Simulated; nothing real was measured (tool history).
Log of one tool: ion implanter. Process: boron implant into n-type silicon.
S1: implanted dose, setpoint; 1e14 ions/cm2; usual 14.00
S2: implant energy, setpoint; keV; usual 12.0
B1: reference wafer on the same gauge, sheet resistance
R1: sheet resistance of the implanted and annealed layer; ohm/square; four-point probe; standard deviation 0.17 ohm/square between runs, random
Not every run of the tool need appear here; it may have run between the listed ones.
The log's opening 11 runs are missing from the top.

run     day     S1    S2      B1      R1
 12   5.512  14.00  12.0  112.02  110.57
 13   6.250  15.53  12.0  112.04  105.63
 14   6.838  15.53  12.0  111.97  105.28
 15   7.454  15.53  12.0  112.00  105.55
      7.850  -- Faraday cup replaced and dose calibrated
 16   7.917  14.00  13.5  112.01  108.89
 17   8.621  14.00  15.5  112.01  104.59
 18   9.054  15.63  10.0  112.02  115.11
 19   9.767   9.82  14.0  112.00  137.85
 20  10.371  15.07  14.0  112.00  102.88
 21  10.671  14.00  12.0  111.95  112.78
     11.175  -- extraction supply calibrated
 22  11.196  14.00   8.0  111.99  131.99
 23  11.629  15.32  12.0  111.99  107.69
     11.992  -- gauge calibrated
 24  13.079  14.00  12.0  111.98  112.39
 25  13.646  16.70  14.5  111.97   96.47
 26  14.000  10.83  12.0  111.97  131.63
 27  14.512  15.84  16.0  111.99   96.23
 28  16.279  16.76  13.0  112.04  100.27
 29  17.025  16.93   9.5  111.98  114.38
 30  17.325  14.00  12.0  111.99  112.87
 31  19.288  11.63  10.5  111.98  130.04
 32  19.892  15.84  16.0  112.02   95.96
 33  20.154  17.47  14.0  112.04   95.52
 34  20.762  16.03  15.0  111.96   97.19
 35  21.092  10.07  15.0  112.01  132.69
 36  21.392  15.24  14.5  112.02  100.85

Consider 5 possible next runs. They are alternatives, not a sequence: every one starts from the tool as it was left by run 36. What does each give?
  A  21.408  10.16  12.0   ?   ?
  B  21.408  11.14   9.0   ?   ?
  C  21.408  16.96   9.5   ?   ?
  D  21.408  18.08   8.5   ?   ?
  E  21.408  12.51  12.0   ?   ?

run      B1      R1
  A  111.99  137.44
  B  111.99  139.54
  C  111.99  114.16
  D  111.99  118.57
  E  111.99  119.63
Take away the tool's hidden state, keep each run's random variation, and the runs would have read:
run      R1
  A  139.43
  B  141.09
  C  114.87
  D  119.13
  E  121.05
